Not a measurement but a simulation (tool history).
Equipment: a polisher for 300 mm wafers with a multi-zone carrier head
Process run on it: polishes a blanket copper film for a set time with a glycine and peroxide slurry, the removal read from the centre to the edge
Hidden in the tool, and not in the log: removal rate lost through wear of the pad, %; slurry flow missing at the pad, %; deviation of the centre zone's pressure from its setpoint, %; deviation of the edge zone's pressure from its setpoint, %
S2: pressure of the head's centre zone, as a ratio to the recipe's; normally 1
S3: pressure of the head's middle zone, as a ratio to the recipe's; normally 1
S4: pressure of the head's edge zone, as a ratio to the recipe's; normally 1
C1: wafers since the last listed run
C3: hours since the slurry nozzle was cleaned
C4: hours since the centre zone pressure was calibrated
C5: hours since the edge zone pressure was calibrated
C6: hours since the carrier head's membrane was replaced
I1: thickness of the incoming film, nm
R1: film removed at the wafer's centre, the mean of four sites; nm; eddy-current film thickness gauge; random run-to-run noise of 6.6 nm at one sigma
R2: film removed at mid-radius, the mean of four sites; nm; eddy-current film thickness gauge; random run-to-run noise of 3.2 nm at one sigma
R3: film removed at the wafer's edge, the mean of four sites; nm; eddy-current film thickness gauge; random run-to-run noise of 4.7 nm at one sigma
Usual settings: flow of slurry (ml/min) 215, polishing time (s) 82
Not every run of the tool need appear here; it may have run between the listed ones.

run 1 hour=0 | flow_of_slurry_(ml/min)=215 S2=1.05 S3=1 S4=1.12 polishing_time_(s)=74 | C1=0 wafers_polished_on_this_pad=416 C3=318.5 C4=543.7 C5=77 C6=486.8 | I1=1605.1 | R1=399.5 R2=401.5 R3=421.1
run 2 hour=31 | flow_of_slurry_(ml/min)=215 S2=1 S3=1 S4=1 polishing_time_(s)=60 | C1=218 wafers_polished_on_this_pad=635 C3=349.5 C4=574.7 C5=108 C6=517.8 | I1=1603.4 | R1=308.3 R2=322 R3=332.4
run 3 hour=99.8 | flow_of_slurry_(ml/min)=215 S2=1 S3=1 S4=1 polishing_time_(s)=70 | C1=485 wafers_polished_on_this_pad=1120 C3=418.3 C4=643.5 C5=176.8 C6=586.6 | I1=1578.1 | R1=359.9 R2=375.5 R3=386.1
-- hour=146.5 centre zone pressure recalibrated
run 4 hour=150.6 | flow_of_slurry_(ml/min)=190 S2=1 S3=0.92 S4=0.93 polishing_time_(s)=82 | C1=344 wafers_polished_on_this_pad=1464 C3=469.1 C4=4.1 C5=227.6 C6=637.4 | I1=1555.2 | R1=396.4 R2=396.4 R3=431.8
run 5 hour=177 | flow_of_slurry_(ml/min)=215 S2=1 S3=1 S4=1 polishing_time_(s)=82 | C1=186 wafers_polished_on_this_pad=1650 C3=495.5 C4=30.5 C5=254 C6=663.8 | I1=1565.5 | R1=409.1 R2=439.1 R3=448.6
run 6 hour=205 | flow_of_slurry_(ml/min)=245 S2=1 S3=1 S4=1 polishing_time_(s)=82 | C1=197 wafers_polished_on_this_pad=1847 C3=523.5 C4=58.5 C5=282 C6=691.8 | I1=1566.3 | R1=439.2 R2=449.3 R3=457.6
run 7 hour=233.7 | flow_of_slurry_(ml/min)=215 S2=0.91 S3=1 S4=0.95 polishing_time_(s)=82 | C1=202 wafers_polished_on_this_pad=2050 C3=552.2 C4=87.2 C5=310.7 C6=720.5 | I1=1558.5 | R1=375.1 R2=431.5 R3=444.9
run 8 hour=300.5 | flow_of_slurry_(ml/min)=215 S2=1 S3=1 S4=0.91 polishing_time_(s)=100 | C1=471 wafers_polished_on_this_pad=2521 C3=619 C4=154 C5=377.5 C6=787.3 | I1=1576.7 | R1=493.5 R2=524.8 R3=531.1
run 9 hour=325.5 | flow_of_slurry_(ml/min)=215 S2=1 S3=1.07 S4=1 polishing_time_(s)=95 | C1=176 wafers_polished_on_this_pad=2697 C3=644 C4=179 C5=402.5 C6=812.3 | I1=1580.9 | R1=475.9 R2=528.5 R3=515.3
-- hour=338 slurry nozzle cleaned
run 10 hour=361.9 | flow_of_slurry_(ml/min)=215 S2=1 S3=1 S4=1 polishing_time_(s)=82 | C1=249 wafers_polished_on_this_pad=2947 C3=23.9 C4=215.4 C5=438.9 C6=848.7 | I1=1595.6 | R1=456.7 R2=470.5 R3=476.7
-- hour=380.2 worn pad replaced by a new one
-- hour=418.4 edge zone pressure recalibrated
run 11 hour=431.5 | flow_of_slurry_(ml/min)=270 S2=1.04 S3=0.94 S4=1 polishing_time_(s)=82 | C1=448 wafers_polished_on_this_pad=347 C3=93.5 C4=285 C5=13.1 C6=918.3 | I1=1598.1 | R1=487.5 R2=457.7 R3=494.8
run 12 hour=473.1 | flow_of_slurry_(ml/min)=215 S2=1.08 S3=0.97 S4=1 polishing_time_(s)=82 | C1=293 wafers_polished_on_this_pad=641 C3=135.1 C4=326.6 C5=54.7 C6=959.9 | I1=1554.2 | R1=474.5 R2=453.9 R3=471.6
run 13 hour=499.8 | flow_of_slurry_(ml/min)=215 S2=0.96 S3=1 S4=1 polishing_time_(s)=82 | C1=188 wafers_polished_on_this_pad=829 C3=161.8 C4=353.3 C5=81.4 C6=986.6 | I1=1593.1 | R1=431.5 R2=462.8 R3=465.3
run 14 hour=555.3 | flow_of_slurry_(ml/min)=215 S2=0.96 S3=0.95 S4=1 polishing_time_(s)=69 | C1=391 wafers_polished_on_this_pad=1220 C3=217.3 C4=408.8 C5=136.9 C6=1042.1 | I1=1584.6 | R1=358.2 R2=373 R3=394.1
run 15 hour=601.7 | flow_of_slurry_(ml/min)=240 S2=1 S3=1.05 S4=1.11 polishing_time_(s)=90 | C1=327 wafers_polished_on_this_pad=1547 C3=263.7 C4=455.2 C5=183.3 C6=1088.5 | I1=1579.4 | R1=481.3 R2=527.1 R3=535.4

The next listed run, before its measurement:
run 16 hour=649 | flow_of_slurry_(ml/min)=215 S2=1 S3=1 S4=1 polishing_time_(s)=82 | C1=333 wafers_polished_on_this_pad=1881 C3=311 C4=502.5 C5=230.6 C6=1135.8 | I1=1553.6 | R1=? R2=? R3=?

{"run 16": {"R1": 430.5, "R2": 452.5, "R3": 467}}
Take away the tool's hidden state, keep the run-to-run variation as it was, and the same run would have given R1 452.5 nm, R2 473.3 nm, R3 482.7 nm.
